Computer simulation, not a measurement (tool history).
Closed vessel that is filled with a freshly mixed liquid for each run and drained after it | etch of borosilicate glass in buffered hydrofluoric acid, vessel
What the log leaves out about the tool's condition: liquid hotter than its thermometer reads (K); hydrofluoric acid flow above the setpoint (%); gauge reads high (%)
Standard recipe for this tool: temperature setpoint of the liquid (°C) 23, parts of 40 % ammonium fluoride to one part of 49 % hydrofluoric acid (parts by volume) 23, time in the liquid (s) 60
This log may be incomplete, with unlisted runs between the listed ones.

| run | hour | temperature setpoint of the liquid (°C) | parts of 40 % ammonium fluoride to one part of 49 % hydrofluoric acid (parts by volume) | time in the liquid (s) | wafers since the last listed run | hours since the thermometer was replaced | hours since the hydrofluoric acid flow meter was replaced | hours since the gauge calibration | read-back film thickness of the borosilicate glass reference wafer, read on the same gauge (nm) | thickness taken off the borosilicate glass on a monitor wafer (angstrom) |
|---|---|---|---|---|---|---|---|---|---|---|
| 1 | 0 | 23 | 23 | 60 | 0 | 368 | 584.1 | 1462.5 | 119.99 | 328.1 |
| 2 | 53.8 | 23 | 23 | 60 | 6876 | 421.8 | 637.9 | 1516.3 | 120 | 331.1 |
| 3 | 124.3 | 23 | 23 | 60 | 9011 | 492.3 | 708.4 | 1586.8 | 119.97 | 329.7 |
| 4 | 179 | 19 | 23 | 60 | 6991 | 547 | 763.1 | 1641.5 | 120.01 | 265.2 |
| 5 | 249 | 19 | 23 | 60 | 8947 | 617 | 833.1 | 1711.5 | 120 | 264.8 |
| 6 | 320 | 19 | 23 | 60 | 9075 | 688 | 904.1 | 1782.5 | 119.98 | 268.2 |
| 7 | 357.9 | 20 | 23 | 60 | 4844 | 725.9 | 942 | 1820.4 | 120.01 | 283.7 |
| 8 | 397.4 | 23 | 23 | 50 | 5048 | 765.4 | 981.5 | 1859.9 | 119.99 | 277.4 |
| 9 | 435.4 | 23 | 23 | 60 | 4857 | 803.4 | 1019.5 | 1897.9 | 120.03 | 333 |
| 10 | 507.2 | 23 | 23 | 60 | 9177 | 875.2 | 1091.3 | 1969.7 | 120.03 | 335.5 |
| 11 | 590.3 | 23 | 23 | 60 | 10621 | 958.3 | 1174.4 | 2052.8 | 120.01 | 335.6 |
|  | 598 | thermometer replaced |
| 12 | 652.5 | 23 | 23 | 60 | 7822 | 54.5 | 1236.6 | 2115 | 119.99 | 321.8 |
| 13 | 704.4 | 23 | 23 | 60 | 6633 | 106.4 | 1288.5 | 2166.9 | 119.97 | 323.7 |
| 14 | 1022.4 | 23 | 23 | 60 | 40647 | 424.4 | 1606.5 | 2484.9 | 119.98 | 326.7 |
|  | 1038.6 | hydrofluoric acid flow meter replaced |
| 15 | 1118.6 | 18.5 | 27.5 | 75 | 12168 | 520.6 | 80 | 2581.1 | 120 | 283.9 |
| 16 | 1188.9 | 25.5 | 18 | 70 | 8985 | 590.9 | 150.3 | 2651.4 | 120.02 | 538.2 |
| 17 | 1289.7 | 20 | 23 | 80 | 12884 | 691.7 | 251.1 | 2752.2 | 119.99 | 376.9 |
| 18 | 1330.5 | 24.5 | 30 | 75 | 5215 | 732.5 | 291.9 | 2793 | 120 | 376.9 |
| 19 | 1393.6 | 20.5 | 23 | 60 | 8065 | 795.6 | 355 | 2856.1 | 120 | 290.6 |
| 20 | 1462.5 | 18.5 | 30 | 40 | 8806 | 864.5 | 423.9 | 2925 | 120.02 | 144.6 |
|  | 1469.4 | thermometer replaced |
| 21 | 1540 | 21 | 29.5 | 60 | 9778 | 70.6 | 501.4 | 3002.5 | 120.02 | 242.8 |
| 22 | 1591.3 | 23 | 19 | 60 | 6557 | 121.9 | 552.7 | 3053.8 | 119.98 | 375.3 |
| 23 | 1647.5 | 21 | 20 | 80 | 7183 | 178.1 | 608.9 | 3110 | 119.96 | 427.3 |
|  | 1656 | gauge calibrated |
| 24 | 1698.6 | 23 | 23 | 60 | 6531 | 229.2 | 660 | 42.6 | 120.02 | 326 |
| 25 | 1761.4 | 23 | 23 | 75 | 8027 | 292 | 722.8 | 105.4 | 120.02 | 409.2 |
| 26 | 1810.3 | 23 | 23 | 35 | 6250 | 340.9 | 771.7 | 154.3 | 119.99 | 190.8 |
| 27 | 1868.7 | 23 | 23 | 60 | 7464 | 399.3 | 830.1 | 212.7 | 119.99 | 328 |
| 28 | 1956.2 | 23 | 30 | 60 | 11184 | 486.8 | 917.6 | 300.2 | 120.01 | 273.6 |
| 29 | 2052.7 | 23 | 30 | 45 | 12334 | 583.3 | 1014.1 | 396.7 | 119.99 | 206.6 |
| 30 | 2150.5 | 21 | 27 | 95 | 12500 | 681.1 | 1111.9 | 494.5 | 120.02 | 422.4 |
| 31 | 2204.7 | 28 | 27.5 | 60 | 6927 | 735.3 | 1166.1 | 548.7 | 120.02 | 384.4 |
|  | 2449.1 | thermometer replaced |
| 32 | 2494.1 | 21.5 | 20 | 45 | 36863 | 45 | 1455.5 | 838.1 | 120 | 248.2 |

A few steps of thickness taken off the borosilicate glass on a monitor wafer (angstrom) between consecutive runs. Split each: what settings, incoming material and random variation would produce without the hidden state, and what is left over for the hidden state, along with gauge scatter present in only one of the two compared results (measured, and without hidden state):
Run 11 -> 12: thermometer replaced. thickness taken off the borosilicate glass on a monitor wafer (angstrom) -13.8: hidden state -12.8, all else -1.
Run 15 -> 16: temperature setpoint of the liquid (°C) 18.5 -> 25.5, parts of 40 % ammonium fluoride to one part of 49 % hydrofluoric acid (parts by volume) 27.5 -> 18, time in the liquid (s) 75 -> 70. thickness taken off the borosilicate glass on a monitor wafer (angstrom) +254.3: hidden state +6.4, all else +247.9.
Run 25 -> 26: time in the liquid (s) 75 -> 35. thickness taken off the borosilicate glass on a monitor wafer (angstrom) -218.4: hidden state -2.6, all else -215.8.
Run 29 -> 30: temperature setpoint of the liquid (°C) 23 -> 21, parts of 40 % ammonium fluoride to one part of 49 % hydrofluoric acid (parts by volume) 30 -> 27, time in the liquid (s) 45 -> 95. thickness taken off the borosilicate glass on a monitor wafer (angstrom) +215.8: hidden state +7, all else +208.8.
Run 31 -> 32: temperature setpoint of the liquid (°C) 28 -> 21.5, parts of 40 % ammonium fluoride to one part of 49 % hydrofluoric acid (parts by volume) 27.5 -> 20, time in the liquid (s) 60 -> 45, thermometer replaced. thickness taken off the borosilicate glass on a monitor wafer (angstrom) -136.2: hidden state -8.8, all else -127.4.
